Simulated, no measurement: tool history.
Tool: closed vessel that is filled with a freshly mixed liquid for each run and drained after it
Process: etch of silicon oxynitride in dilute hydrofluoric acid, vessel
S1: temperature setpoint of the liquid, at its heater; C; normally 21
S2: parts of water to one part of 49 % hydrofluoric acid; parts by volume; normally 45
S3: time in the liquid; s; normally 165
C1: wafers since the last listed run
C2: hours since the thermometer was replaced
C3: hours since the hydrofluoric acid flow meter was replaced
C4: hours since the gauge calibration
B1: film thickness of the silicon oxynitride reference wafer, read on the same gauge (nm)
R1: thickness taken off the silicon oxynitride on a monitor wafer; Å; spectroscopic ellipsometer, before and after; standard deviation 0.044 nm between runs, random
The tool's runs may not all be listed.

run 1 hour=0 | S1=21 S2=35 S3=165 | C1=0 C2=1593.9 C3=154.2 C4=256.1 | B1=80.01 | R1=89.6
run 2 hour=17.7 | S1=21 S2=35 S3=165 | C1=2306 C2=1611.6 C3=171.9 C4=273.8 | B1=80.05 | R1=88.8
-- hour=22.4 gauge calibrated
run 3 hour=32.1 | S1=21 S2=35 S3=165 | C1=1876 C2=1626 C3=186.3 C4=9.7 | B1=79.96 | R1=89
run 4 hour=44.7 | S1=21 S2=45 S3=125 | C1=1641 C2=1638.6 C3=198.9 C4=22.3 | B1=79.99 | R1=52.3
run 5 hour=57.9 | S1=21 S2=45 S3=125 | C1=1719 C2=1651.8 C3=212.1 C4=35.5 | B1=79.98 | R1=52
run 6 hour=73.9 | S1=21 S2=45 S3=85 | C1=2084 C2=1667.8 C3=228.1 C4=51.5 | B1=79.98 | R1=35.3
run 7 hour=111 | S1=21 S2=45 S3=85 | C1=4833 C2=1704.9 C3=265.2 C4=88.6 | B1=80 | R1=35.2
run 8 hour=125.2 | S1=21 S2=45 S3=165 | C1=1850 C2=1719.1 C3=279.4 C4=102.8 | B1=80.04 | R1=67.2
run 9 hour=131.9 | S1=21 S2=45 S3=165 | C1=872 C2=1725.8 C3=286.1 C4=109.5 | B1=80.01 | R1=68
run 10 hour=145.8 | S1=21 S2=50 S3=165 | C1=1811 C2=1739.7 C3=300 C4=123.4 | B1=80 | R1=60.6
run 11 hour=156 | S1=21 S2=50 S3=165 | C1=1329 C2=1749.9 C3=310.2 C4=133.6 | B1=79.97 | R1=61
run 12 hour=164.6 | S1=21 S2=50 S3=165 | C1=1120 C2=1758.5 C3=318.8 C4=142.2 | B1=79.97 | R1=60.3
run 13 hour=172 | S1=17 S2=60 S3=125 | C1=964 C2=1765.9 C3=326.2 C4=149.6 | B1=80.01 | R1=31.2
run 14 hour=179.9 | S1=18 S2=35 S3=195 | C1=1029 C2=1773.8 C3=334.1 C4=157.5 | B1=80.03 | R1=88.6
run 15 hour=196.6 | S1=17.5 S2=40 S3=195 | C1=2175 C2=1790.5 C3=350.8 C4=174.2 | B1=80.03 | R1=75.1
run 16 hour=208.9 | S1=21 S2=60 S3=165 | C1=1602 C2=1802.8 C3=363.1 C4=186.5 | B1=80.01 | R1=49.7
-- hour=212.4 thermometer replaced
run 17 hour=225.9 | S1=22.5 S2=35 S3=195 | C1=2084 C2=13.5 C3=380.1 C4=203.5 | B1=79.97 | R1=110.2
run 18 hour=233.5 | S1=21 S2=45 S3=165 | C1=990 C2=21.1 C3=387.7 C4=211.1 | B1=80.01 | R1=66.7
run 19 hour=239.8 | S1=17.5 S2=55 S3=105 | C1=820 C2=27.4 C3=394 C4=217.4 | B1=79.98 | R1=28.9
run 20 hour=257.6 | S1=21 S2=35 S3=85 | C1=2319 C2=45.2 C3=411.8 C4=235.2 | B1=79.97 | R1=44.8
run 21 hour=270.3 | S1=17 S2=30 S3=225 | C1=1654 C2=57.9 C3=424.5 C4=247.9 | B1=80.05 | R1=111.5
run 22 hour=277.2 | S1=24.5 S2=45 S3=225 | C1=899 C2=64.8 C3=431.4 C4=254.8 | B1=79.99 | R1=106.8
run 23 hour=294.2 | S1=21 S2=45 S3=165 | C1=2215 C2=81.8 C3=448.4 C4=271.8 | B1=80.03 | R1=66.2
run 24 hour=306.1 | S1=21 S2=45 S3=125 | C1=1550 C2=93.7 C3=460.3 C4=283.7 | B1=79.99 | R1=49.6
run 25 hour=319.3 | S1=21 S2=45 S3=165 | C1=1719 C2=106.9 C3=473.5 C4=296.9 | B1=80 | R1=65.6
-- hour=327.6 gauge calibrated
run 26 hour=328.9 | S1=18.5 S2=25 S3=85 | C1=1250 C2=116.5 C3=483.1 C4=1.3 | B1=79.98 | R1=54.9

What will run 27 give?
-- hour=330.4 hydrofluoric acid flow meter replaced
run 27 hour=343.9 | S1=22.5 S2=45 S3=165 | C1=1824 C2=131.5 C3=13.5 C4=16.3 | B1=? | R1=?

{"run 27": {"B1": 80.02, "R1": 76.7}}
If the tool had no hidden condition, the same run with the same run-to-run variation would have returned R1 76.9 Å.

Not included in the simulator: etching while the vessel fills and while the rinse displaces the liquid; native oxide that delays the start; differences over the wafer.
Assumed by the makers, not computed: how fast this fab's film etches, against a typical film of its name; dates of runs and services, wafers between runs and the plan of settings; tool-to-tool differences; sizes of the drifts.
